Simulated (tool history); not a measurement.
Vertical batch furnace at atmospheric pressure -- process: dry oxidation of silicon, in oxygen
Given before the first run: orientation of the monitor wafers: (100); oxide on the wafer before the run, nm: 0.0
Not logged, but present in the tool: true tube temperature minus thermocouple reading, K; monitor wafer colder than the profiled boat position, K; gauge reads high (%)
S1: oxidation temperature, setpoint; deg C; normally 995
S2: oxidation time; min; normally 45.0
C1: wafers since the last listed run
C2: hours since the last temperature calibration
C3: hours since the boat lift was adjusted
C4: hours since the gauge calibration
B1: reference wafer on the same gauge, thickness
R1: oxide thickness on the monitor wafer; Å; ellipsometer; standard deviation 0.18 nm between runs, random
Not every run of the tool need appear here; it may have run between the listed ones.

{"run": 1, "hour": 0.0, "S1": 995, "S2": 55.0, "C1": 0, "C2": 1046.4, "C3": 4082.8, "C4": 893.6, "B1": 46.19, "R1": 481.6}
{"run": 2, "hour": 61.7, "S1": 995, "S2": 55.0, "C1": 857, "C2": 1108.1, "C3": 4144.5, "C4": 955.3, "B1": 46.17, "R1": 480.8}
{"run": 3, "hour": 125.4, "S1": 995, "S2": 55.0, "C1": 885, "C2": 1171.8, "C3": 4208.2, "C4": 1019.0, "B1": 46.2, "R1": 481.6}
{"run": 4, "hour": 168.9, "S1": 995, "S2": 45.0, "C1": 604, "C2": 1215.3, "C3": 4251.7, "C4": 1062.5, "B1": 46.24, "R1": 426.1}
{"run": 5, "hour": 256.0, "S1": 995, "S2": 45.0, "C1": 1210, "C2": 1302.4, "C3": 4338.8, "C4": 1149.6, "B1": 46.17, "R1": 423.9}
{"run": 6, "hour": 333.8, "S1": 995, "S2": 45.0, "C1": 1080, "C2": 1380.2, "C3": 4416.6, "C4": 1227.4, "B1": 46.19, "R1": 427.9}
{"run": 7, "hour": 372.8, "S1": 995, "S2": 28.5, "C1": 541, "C2": 1419.2, "C3": 4455.6, "C4": 1266.4, "B1": 46.18, "R1": 327.8}
{"run": 8, "hour": 413.6, "S1": 995, "S2": 28.5, "C1": 566, "C2": 1460.0, "C3": 4496.4, "C4": 1307.2, "B1": 46.19, "R1": 327.5}
{"run": 9, "hour": 486.4, "S1": 995, "S2": 28.5, "C1": 1011, "C2": 1532.8, "C3": 4569.2, "C4": 1380.0, "B1": 46.16, "R1": 328.8}
{"run": 10, "hour": 529.7, "S1": 1009, "S2": 45.0, "C1": 601, "C2": 1576.1, "C3": 4612.5, "C4": 1423.3, "B1": 46.18, "R1": 496.0}
{"run": 11, "hour": 625.1, "S1": 1009, "S2": 45.0, "C1": 1325, "C2": 1671.5, "C3": 4707.9, "C4": 1518.7, "B1": 46.19, "R1": 497.9}
{"hour": 683.5, "done": "boat lift adjusted"}
{"run": 12, "hour": 705.6, "S1": 995, "S2": 45.0, "C1": 785, "C2": 1752.0, "C3": 22.1, "C4": 1599.2, "B1": 46.19, "R1": 434.5}
{"run": 13, "hour": 771.9, "S1": 980, "S2": 66.0, "C1": 921, "C2": 1818.3, "C3": 88.4, "C4": 1665.5, "B1": 46.16, "R1": 476.6}
{"run": 14, "hour": 860.7, "S1": 995, "S2": 65.0, "C1": 1233, "C2": 1907.1, "C3": 177.2, "C4": 1754.3, "B1": 46.21, "R1": 552.4}
{"run": 15, "hour": 947.5, "S1": 1012, "S2": 25.0, "C1": 1206, "C2": 1993.9, "C3": 264.0, "C4": 1841.1, "B1": 46.2, "R1": 363.9}
{"run": 16, "hour": 1038.4, "S1": 995, "S2": 45.0, "C1": 1262, "C2": 2084.8, "C3": 354.9, "C4": 1932.0, "B1": 46.19, "R1": 441.6}
{"hour": 1065.1, "done": "thermocouples replaced and temperature profile calibrated"}
{"run": 17, "hour": 1098.6, "S1": 1012, "S2": 25.0, "C1": 502, "C2": 33.5, "C3": 415.1, "C4": 1992.2, "B1": 46.19, "R1": 346.9}
{"hour": 1169.6, "done": "gauge calibrated"}
{"run": 18, "hour": 1187.0, "S1": 995, "S2": 45.0, "C1": 1228, "C2": 121.9, "C3": 503.5, "C4": 17.4, "B1": 46.19, "R1": 417.0}
{"run": 19, "hour": 1266.6, "S1": 1011, "S2": 24.0, "C1": 1105, "C2": 201.5, "C3": 583.1, "C4": 97.0, "B1": 46.2, "R1": 337.6}
{"run": 20, "hour": 1351.8, "S1": 995, "S2": 45.0, "C1": 1183, "C2": 286.7, "C3": 668.3, "C4": 182.2, "B1": 46.2, "R1": 417.9}
{"run": 21, "hour": 1399.1, "S1": 1007, "S2": 30.5, "C1": 657, "C2": 334.0, "C3": 715.6, "C4": 229.5, "B1": 46.23, "R1": 373.0}
{"run": 22, "hour": 1455.0, "S1": 1005, "S2": 63.0, "C1": 776, "C2": 389.9, "C3": 771.5, "C4": 285.4, "B1": 46.25, "R1": 570.2}
{"run": 23, "hour": 1637.2, "S1": 982, "S2": 29.5, "C1": 2531, "C2": 572.1, "C3": 953.7, "C4": 467.6, "B1": 46.19, "R1": 284.4}
{"run": 24, "hour": 1681.6, "S1": 1015, "S2": 34.0, "C1": 616, "C2": 616.5, "C3": 998.1, "C4": 512.0, "B1": 46.14, "R1": 430.2}
{"run": 25, "hour": 1718.0, "S1": 1019, "S2": 51.0, "C1": 505, "C2": 652.9, "C3": 1034.5, "C4": 548.4, "B1": 46.19, "R1": 568.8}

Alternative continuations, all from the tool just after run 25; predict every row:
{"run": "A", "hour": 1722.5, "S1": 995, "S2": 27.0, "C1": 62, "C2": 657.4, "C3": 1039.0, "C4": 552.9, "B1": "?", "R1": "?"}
{"run": "B", "hour": 1722.5, "S1": 976, "S2": 31.0, "C1": 62, "C2": 657.4, "C3": 1039.0, "C4": 552.9, "B1": "?", "R1": "?"}
{"run": "C", "hour": 1722.5, "S1": 1008, "S2": 45.0, "C1": 62, "C2": 657.4, "C3": 1039.0, "C4": 552.9, "B1": "?", "R1": "?"}

run=A B1=46.17 R1=311.2
run=B B1=46.17 R1=280.8
run=C B1=46.17 R1=476.6
What these runs would have given with no unlogged condition in the tool:
run=A R1=308.7
run=B R1=279.1
run=C R1=473.2

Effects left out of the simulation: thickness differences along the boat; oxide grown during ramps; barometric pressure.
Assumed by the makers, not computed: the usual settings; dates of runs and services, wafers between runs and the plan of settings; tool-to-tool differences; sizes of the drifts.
